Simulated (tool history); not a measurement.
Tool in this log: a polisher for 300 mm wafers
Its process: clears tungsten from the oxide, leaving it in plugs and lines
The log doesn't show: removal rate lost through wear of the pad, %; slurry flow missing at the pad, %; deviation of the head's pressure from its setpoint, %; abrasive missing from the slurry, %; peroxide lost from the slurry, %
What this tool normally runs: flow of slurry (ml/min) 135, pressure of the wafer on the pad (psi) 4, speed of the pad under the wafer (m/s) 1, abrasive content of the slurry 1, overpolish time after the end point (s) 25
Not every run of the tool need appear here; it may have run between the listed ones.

run     day  flow of slurry (ml/min)  pressure of the wafer on the pad (psi)  speed of the pad under the wafer (m/s)  abrasive content of the slurry  overpolish time after the end point (s)  wafers since the last listed run  wafers polished on this pad  hours since the slurry nozzle was cleaned  hours since the head pressure was calibrated  hours since the slurry blender was calibrated  hours since the slurry got fresh peroxide  incoming thickness of the incoming film, nm  time until the end point was called (s)
  1       0                      135                                       4                                       1                             1.2                                       25                                 0                          339                                      228.5                                         187.7                                          106.6                                         59                                        289.9                                     73.9
  2   0.592                      135                                       4                                       1                               1                                       25                               124                          464                                      242.7                                         201.9                                          120.8                                       73.2                                        290.4                                     78.1
  3   0.883                      135                                       4                                       1                               1                                       25                                61                          525                                      249.7                                         208.9                                          127.8                                       80.2                                        296.6                                     79.4
  4   1.279                      135                                       4                                       1                               1                                       25                                83                          608                                      259.2                                         218.4                                          137.3                                       89.7                                        288.1                                     77.2
  5   1.729                      135                                       4                                       1                               1                                       25                                94                          702                                        270                                         229.2                                          148.1                                      100.5                                        291.2                                     80.6
  6   2.188                      135                                       4                                       1                               1                                       25                                96                          798                                        281                                         240.2                                          159.1                                      111.5                                        288.5                                     78.9
  7   2.821                      135                                       4                                       1                               1                                       25                               132                          931                                      296.2                                         255.4                                          174.3                                      126.7                                          286                                     81.9
  8   3.171                      135                                       4                                       1                               1                                       25                                73                         1005                                      304.6                                         263.8                                          182.7                                      135.1                                        294.2                                     85.1
  9    3.85                      135                                       4                                       1                               1                                       25                               142                         1147                                      320.9                                         280.1                                            199                                      151.4                                        289.9                                     87.5
      3.904  -- slurry tank refilled with fresh slurry and peroxide
 10   4.579                      135                                       4                                       1                               1                                       25                               144                         1292                                      338.4                                         297.6                                          216.5                                       16.2                                        291.7                                     75.3
      4.683  -- slurry nozzle cleaned
      4.804  -- worn pad replaced by a new one
      4.804  -- slurry blender recalibrated
 11   4.892                      135                                       4                                       1                               1                                       25                                31                           18                                          5                                         305.1                                            2.1                                       23.7                                          289                                     73.5
 12   5.454                      135                                       4                                       1                               1                                       25                               118                          136                                       18.5                                         318.6                                           15.6                                       37.2                                        292.5                                     75.9
 13    6.05                      135                                     5.3                                     1.1                               1                                       35                               125                          261                                       32.8                                         332.9                                           29.9                                       51.5                                        292.8                                     57.1
 14   6.358                      135                                     4.8                                       1                               1                                       11                                64                          326                                       40.2                                         340.3                                           37.3                                       58.9                                        290.2                                     64.5
 15   7.025                      135                                       4                                       1                               1                                       25                               139                          465                                       56.2                                         356.3                                           53.3                                       74.9                                        293.6                                       78
 16   7.583                      135                                       4                                       1                               1                                       25                               117                          583                                       69.6                                         369.7                                           66.7                                       88.3                                          288                                     79.4
      7.671  -- head pressure recalibrated
 17   7.912                      135                                       4                                       1                               1                                       25                                51                          634                                       77.5                                           5.8                                           74.6                                       96.2                                        292.1                                     81.3
 18   8.175                      135                                       4                                    0.74                             0.8                                       25                                55                          689                                       83.8                                          12.1                                           80.9                                      102.5                                        288.6                                    102.3
 19   8.604                      175                                       4                                    0.86                               1                                       25                                90                          779                                       94.1                                          22.4                                           91.2                                      112.8                                        292.9                                     87.9
 20   9.279                      155                                       4                                    0.76                               1                                       25                               141                          921                                      110.3                                          38.6                                          107.4                                        129                                        284.4                                     96.8
 21   9.608                      135                                       4                                       1                               1                                       25                                69                          990                                      118.2                                          46.5                                          115.3                                      136.9                                        287.5                                     87.9
 22   9.983                      135                                       4                                    0.74                               1                                       10                                78                         1069                                      127.2                                          55.5                                          124.3                                      145.9                                        283.9                                    100.8
     10.396  -- slurry tank refilled with fresh slurry and peroxide
 23  10.475                      100                                       4                                    1.14                               1                                       25                                94                         1163                                        139                                          67.3                                          136.1                                        1.9                                        292.9                                     71.1
 24  10.967                      135                                       4                                       1                               1                                       25                               103                         1266                                      150.8                                          79.1                                          147.9                                       13.7                                        292.6                                     75.2
     11.179  -- worn pad replaced by a new one
 25  11.225                      175                                       4                                       1                               1                                       25                                19                            9                                        157                                          85.3                                          154.1                                       19.9                                          287                                     68.8
 26  11.738                      135                                     4.8                                     1.1                               1                                       14                               107                          116                                      169.3                                          97.6                                          166.4                                       32.2                                        287.2                                     59.2

Take each entry between the runs: how does the hidden state at the last listed run before it differ from the hidden state at the first listed run after it?
In the gap between runs 9 and 10: slurry tank refilled with fresh slurry and peroxide (day 3.904)
  peroxide lost from the slurry, %: 37.1 -> 6.91
  measured value less the no-hidden-state value, time until the end point was called (s): +15 -> +2
In the gap between runs 10 and 11: slurry nozzle cleaned (day 4.683); worn pad replaced by a new one (day 4.804); slurry blender recalibrated (day 4.804)
  peroxide lost from the slurry, %: 6.91 -> 8.7
  measured value less the no-hidden-state value, time until the end point was called (s): +2 -> +2.5
In the gap between runs 16 and 17: head pressure recalibrated (day 7.671)
  peroxide lost from the slurry, %: 24.1 -> 26
  measured value less the no-hidden-state value, time until the end point was called (s): +8.1 -> +9.1
In the gap between runs 22 and 23: slurry tank refilled with fresh slurry and peroxide (day 10.396)
  peroxide lost from the slurry, %: 37.9 -> 0.687
  measured value less the no-hidden-state value, time until the end point was called (s): +17.7 -> +0.2
In the gap between runs 24 and 25: worn pad replaced by a new one (day 11.179)
  peroxide lost from the slurry, %: 3.51 -> 4.99
  measured value less the no-hidden-state value, time until the end point was called (s): +1 -> +1.3

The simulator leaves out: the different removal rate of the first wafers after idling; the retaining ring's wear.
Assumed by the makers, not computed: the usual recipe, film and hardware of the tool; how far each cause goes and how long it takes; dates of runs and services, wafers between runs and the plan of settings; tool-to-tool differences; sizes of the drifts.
